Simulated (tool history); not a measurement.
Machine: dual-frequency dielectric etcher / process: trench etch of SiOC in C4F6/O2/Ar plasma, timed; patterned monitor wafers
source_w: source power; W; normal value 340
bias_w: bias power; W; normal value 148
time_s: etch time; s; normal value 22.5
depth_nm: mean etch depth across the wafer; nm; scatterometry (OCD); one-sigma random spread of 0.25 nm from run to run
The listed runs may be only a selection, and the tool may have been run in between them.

run,hour,source_w,bias_w,time_s,"read-back reference wafer on the same gauge, depth_nm",depth_nm
1,0.0,340,148,22.5,49.27,41.21
2,30.2,290,122,22.5,49.25,35.30
3,65.9,290,122,22.5,49.32,35.99
4,86.3,290,122,22.5,49.33,35.77
5,114.1,390,148,22.5,49.36,45.33
6,136.6,340,140,22.5,49.33,41.10
# hour 161.7: gauge calibrated
7,166.4,340,148,22.5,49.26,41.77
8,200.2,340,148,22.5,49.21,42.81
9,270.0,340,148,19.0,49.28,35.90
# hour 320.5: upper electrode replaced
10,321.0,340,148,19.0,49.22,36.06
11,335.3,340,119,22.5,49.35,40.25
# hour 360.9: source power generator calibrated
# hour 384.8: wet clean of the chamber
12,385.3,340,119,22.5,49.27,38.90
13,385.6,340,148,22.5,49.26,41.40
14,407.9,340,148,22.5,49.34,41.44
15,420.5,340,148,22.5,49.32,40.85
16,444.3,340,137,17.5,49.32,31.44
17,471.2,290,148,22.5,49.37,36.80
# hour 521.9: bias power generator calibrated
18,522.4,300,183,16.5,49.27,29.78
19,554.2,340,148,22.5,49.35,41.51
20,579.6,280,184,20.0,49.23,34.54
21,597.4,290,174,15.5,49.35,27.48
22,623.9,280,131,22.5,49.31,35.54
23,647.1,290,148,17.0,49.30,28.63
24,666.3,410,148,22.5,49.28,46.91
25,687.1,260,148,20.5,49.32,31.85
26,714.7,340,183,22.5,49.23,44.79
27,739.1,420,148,29.0,49.30,61.55
28,760.1,370,171,29.0,49.22,59.97
29,863.3,340,148,22.5,49.30,42.81
30,889.5,320,160,22.5,49.35,42.47
31,916.1,380,133,24.5,49.27,48.81

Consider 3 possible next runs. They are alternatives, not a sequence: every one starts from the tool as it was left by run 31. What does each give?
A,916.5,340,179,22.5,?,?
B,916.5,340,164,15.5,?,?
C,916.5,340,148,20.0,?,?

run,"read-back reference wafer on the same gauge, depth_nm",depth_nm
A,49.41,45.17
B,49.41,30.36
C,49.41,38.08
Without the tool's unlogged condition, the same runs would have read:
run,depth_nm
A,43.45
B,29.20
C,36.63

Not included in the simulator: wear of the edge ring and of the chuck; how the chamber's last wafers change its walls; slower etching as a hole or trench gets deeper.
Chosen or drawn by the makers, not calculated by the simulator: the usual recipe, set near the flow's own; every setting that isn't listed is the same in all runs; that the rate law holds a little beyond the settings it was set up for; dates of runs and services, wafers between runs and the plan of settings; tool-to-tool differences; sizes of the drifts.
